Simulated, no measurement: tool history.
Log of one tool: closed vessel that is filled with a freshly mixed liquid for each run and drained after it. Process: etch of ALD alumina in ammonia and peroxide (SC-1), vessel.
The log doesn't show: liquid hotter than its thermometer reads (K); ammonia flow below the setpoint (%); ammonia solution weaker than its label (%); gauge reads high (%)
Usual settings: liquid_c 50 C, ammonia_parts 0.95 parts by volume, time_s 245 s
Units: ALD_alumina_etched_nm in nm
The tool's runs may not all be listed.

| run | hour | liquid_c | ammonia_parts | time_s | wafers since the last listed run | hours since the thermometer was replaced | hours since the ammonia flow meter was replaced | hours since the drum of ammonia solution was connected | hours since the gauge calibration | read-back film thickness of the ALD alumina reference wafer, read on the same gauge (nm) | ALD_alumina_etched_nm |
|---|---|---|---|---|---|---|---|---|---|---|---|
| 1 | 0 | 57 | 0.95 | 245 | 0 | 519.8 | 797 | 329.7 | 54 | 40.01 | 24.73 |
|  | 39.7 | ammonia flow meter replaced |
| 2 | 40.9 | 57 | 0.95 | 245 | 4256 | 560.7 | 1.2 | 370.6 | 94.9 | 39.97 | 24.78 |
| 3 | 83.7 | 47.5 | 0.95 | 245 | 4565 | 603.5 | 44 | 413.4 | 137.7 | 40 | 14.87 |
|  | 104.1 | new drum of ammonia solution connected |
| 4 | 162.1 | 50 | 0.95 | 210 | 8257 | 681.9 | 122.4 | 58 | 216.1 | 39.95 | 14.69 |
| 5 | 231.3 | 50 | 0.95 | 210 | 7382 | 751.1 | 191.6 | 127.2 | 285.3 | 40.01 | 14.73 |
| 6 | 307.2 | 50 | 0.95 | 210 | 8097 | 827 | 267.5 | 203.1 | 361.2 | 40.01 | 14.73 |
| 7 | 391.4 | 50 | 0.95 | 245 | 8982 | 911.2 | 351.7 | 287.3 | 445.4 | 40.02 | 17.16 |
| 8 | 471.1 | 50 | 0.95 | 245 | 8502 | 990.9 | 431.4 | 367 | 525.1 | 39.98 | 17.08 |
| 9 | 544 | 50 | 0.8 | 205 | 7777 | 1063.8 | 504.3 | 439.9 | 598 | 40.02 | 14.13 |
| 10 | 633.3 | 50 | 0.8 | 205 | 9526 | 1153.1 | 593.6 | 529.2 | 687.3 | 39.95 | 14.12 |
|  | 667.5 | new drum of ammonia solution connected |
| 11 | 672.8 | 50 | 0.95 | 245 | 4107 | 1192.6 | 633.1 | 5.3 | 726.8 | 39.98 | 17.21 |
| 12 | 771.7 | 50 | 0.95 | 245 | 10550 | 1291.5 | 732 | 104.2 | 825.7 | 39.99 | 17.3 |
| 13 | 839.6 | 50 | 0.95 | 365 | 7243 | 1359.4 | 799.9 | 172.1 | 893.6 | 39.96 | 26.02 |
|  | 885.5 | thermometer replaced |
|  | 901.6 | ammonia flow meter replaced |
| 14 | 929.5 | 50 | 0.95 | 245 | 9377 | 44 | 27.9 | 262 | 983.5 | 40.02 | 16.85 |
|  | 939 | gauge calibrated |
| 15 | 1018 | 50 | 0.65 | 245 | 9441 | 132.5 | 116.4 | 350.5 | 79 | 39.97 | 16.17 |
| 16 | 1086.6 | 50 | 0.95 | 210 | 7318 | 201.1 | 185 | 419.1 | 147.6 | 40 | 14.31 |
| 17 | 1137.7 | 50 | 0.95 | 315 | 5451 | 252.2 | 236.1 | 470.2 | 198.7 | 40.01 | 21.79 |
| 18 | 1181.5 | 55 | 0.8 | 330 | 4672 | 296 | 279.9 | 514 | 242.5 | 40.01 | 29.48 |
|  | 1203.6 | new drum of ammonia solution connected |
| 19 | 1234.1 | 55.5 | 0.95 | 245 | 5504 | 348.6 | 332.5 | 30.5 | 295.1 | 40.02 | 22.73 |
| 20 | 1314.2 | 44 | 1.2 | 180 | 8545 | 428.7 | 412.6 | 110.6 | 375.2 | 39.99 | 9.23 |
| 21 | 1359.6 | 45 | 1.2 | 385 | 4843 | 474.1 | 458 | 156 | 420.6 | 39.96 | 20.53 |
| 22 | 1421.3 | 55 | 0.95 | 115 | 6582 | 535.8 | 519.7 | 217.7 | 482.3 | 39.99 | 10.49 |
| 23 | 1487.5 | 57.5 | 0.95 | 105 | 7062 | 602 | 585.9 | 283.9 | 548.5 | 39.99 | 10.78 |
| 24 | 1581.5 | 50 | 1.1 | 245 | 10028 | 696 | 679.9 | 377.9 | 642.5 | 40.04 | 17.44 |

Forecast each of these 3 alternatives for the next run:
| A | 1582.2 | 50 | 0.95 | 105 | 74 | 696.7 | 680.6 | 378.6 | 643.2 | ? | ? |
| B | 1582.2 | 55 | 0.95 | 335 | 74 | 696.7 | 680.6 | 378.6 | 643.2 | ? | ? |
| C | 1582.2 | 50 | 0.65 | 105 | 74 | 696.7 | 680.6 | 378.6 | 643.2 | ? | ? |

| run | read-back film thickness of the ALD alumina reference wafer, read on the same gauge (nm) | ALD_alumina_etched_nm |
|---|---|---|
| A | 39.98 | 7.3 |
| B | 39.98 | 30.49 |
| C | 39.98 | 7.04 |
Without the tool's hidden state the same runs would have given:
| run | ALD_alumina_etched_nm |
|---|---|
| A | 7.13 |
| B | 29.79 |
| C | 6.88 |
